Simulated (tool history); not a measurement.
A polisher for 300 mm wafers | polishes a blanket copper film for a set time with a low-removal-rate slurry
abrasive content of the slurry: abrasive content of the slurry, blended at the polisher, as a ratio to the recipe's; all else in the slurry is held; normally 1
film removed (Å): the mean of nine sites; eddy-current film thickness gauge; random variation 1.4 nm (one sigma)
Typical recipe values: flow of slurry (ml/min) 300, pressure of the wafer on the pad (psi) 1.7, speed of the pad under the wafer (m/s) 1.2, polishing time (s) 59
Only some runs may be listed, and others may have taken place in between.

| run | hour | flow of slurry (ml/min) | pressure of the wafer on the pad (psi) | speed of the pad under the wafer (m/s) | abrasive content of the slurry | polishing time (s) | incoming thickness of the incoming film, nm | film removed (Å) |
|---|---|---|---|---|---|---|---|---|
| 1 | 0 | 300 | 1.7 | 1.2 | 1 | 59 | 1404 | 1019 |
|  | 57.3 | slurry blender recalibrated |
| 2 | 74.8 | 300 | 1.7 | 1.2 | 1 | 59 | 1424.3 | 1014 |
| 3 | 108.4 | 300 | 1.7 | 1.2 | 1 | 59 | 1445.4 | 1019 |
| 4 | 131 | 300 | 1.7 | 1.2 | 1 | 59 | 1420 | 1008 |
| 5 | 157.6 | 300 | 1.7 | 1.2 | 1 | 59 | 1414.6 | 992 |
|  | 189.5 | worn pad replaced by a new one |
| 6 | 190 | 300 | 1.7 | 1.2 | 1 | 59 | 1397.3 | 999 |
| 7 | 212.3 | 300 | 1.7 | 1.2 | 1 | 59 | 1408.6 | 998 |
| 8 | 247.5 | 300 | 1.7 | 1.2 | 1 | 59 | 1409.3 | 989 |
|  | 251.6 | head pressure recalibrated |
| 9 | 279.9 | 300 | 1.7 | 1.2 | 1 | 59 | 1427.4 | 1049 |
|  | 289.8 | slurry blender recalibrated |
| 10 | 310.6 | 300 | 2 | 1.2 | 1 | 59 | 1429.2 | 1182 |
| 11 | 329.7 | 300 | 1.7 | 1.2 | 1 | 59 | 1407.4 | 1063 |
|  | 343.9 | worn pad replaced by a new one |
| 12 | 344.8 | 300 | 1.7 | 1.2 | 1 | 59 | 1417.2 | 1042 |
| 13 | 363.4 | 215 | 2.1 | 1.2 | 1 | 59 | 1449.1 | 1210 |
| 14 | 391.3 | 300 | 2 | 1.2 | 1 | 76 | 1409.8 | 1526 |
| 15 | 422.8 | 300 | 1.7 | 1.2 | 1 | 59 | 1395.5 | 1078 |
| 16 | 435.3 | 300 | 1.7 | 1.2 | 1 | 59 | 1433.5 | 1079 |
|  | 455.8 | slurry nozzle cleaned |
| 17 | 468.9 | 300 | 1.7 | 1.2 | 1 | 59 | 1419.5 | 1049 |
|  | 479.3 | slurry blender recalibrated |
| 18 | 496 | 300 | 1.7 | 1.2 | 1 | 59 | 1422.3 | 1052 |
| 19 | 525.3 | 300 | 1.7 | 1.2 | 1 | 59 | 1431.8 | 1078 |
|  | 531.6 | worn pad replaced by a new one |
| 20 | 547.7 | 335 | 1.7 | 1.2 | 1 | 49 | 1421 | 878 |
| 21 | 582.8 | 260 | 1.7 | 1.2 | 1 | 59 | 1399.9 | 1060 |
| 22 | 598.1 | 300 | 1.7 | 1.2 | 1 | 59 | 1412.7 | 1048 |
| 23 | 615 | 300 | 1.7 | 1.2 | 0.9 | 59 | 1422.1 | 1065 |
| 24 | 649.5 | 300 | 1.7 | 1.2 | 1 | 59 | 1406.6 | 1070 |
| 25 | 671.5 | 380 | 2.1 | 1.2 | 1 | 59 | 1428.1 | 1227 |
|  | 691.2 | worn pad replaced by a new one |
|  | 700.3 | slurry blender recalibrated |
| 26 | 701.3 | 330 | 1.7 | 1 | 1 | 54 | 1436.2 | 819 |
| 27 | 721.4 | 240 | 1.7 | 1.2 | 1 | 45 | 1410.3 | 768 |
| 28 | 736.1 | 370 | 1.7 | 1.2 | 1.25 | 67 | 1435.7 | 1248 |
| 29 | 755.4 | 240 | 2.2 | 1.56 | 1 | 42 | 1405.4 | 1137 |

List, for all runs, the conditions of the tool that the log does not record:
removal rate lost through wear of the pad, %: 0 in every run
slurry flow missing at the pad, %: 0 in every run
abrasive missing from the slurry, %: 0 in every run
H1: deviation of the head's pressure from its setpoint, %
| run | H1 |
|---|---|
| 1 | -9.05 |
| 2 | -9.71 |
| 3 | -10 |
| 4 | -10.2 |
| 5 | -10.4 |
| 6 | -10.7 |
| 7 | -10.9 |
| 8 | -11.2 |
| 9 | 0.839 |
| 10 | 0.569 |
| 11 | 0.402 |
| 12 | 0.27 |
| 13 | 0.107 |
| 14 | -0.138 |
| 15 | -0.414 |
| 16 | -0.524 |
| 17 | -0.818 |
| 18 | -1.06 |
| 19 | -1.31 |
| 20 | -1.51 |
| 21 | -1.82 |
| 22 | -1.95 |
| 23 | -2.1 |
| 24 | -2.4 |
| 25 | -2.59 |
| 26 | -2.86 |
| 27 | -3.03 |
| 28 | -3.16 |
| 29 | -3.33 |
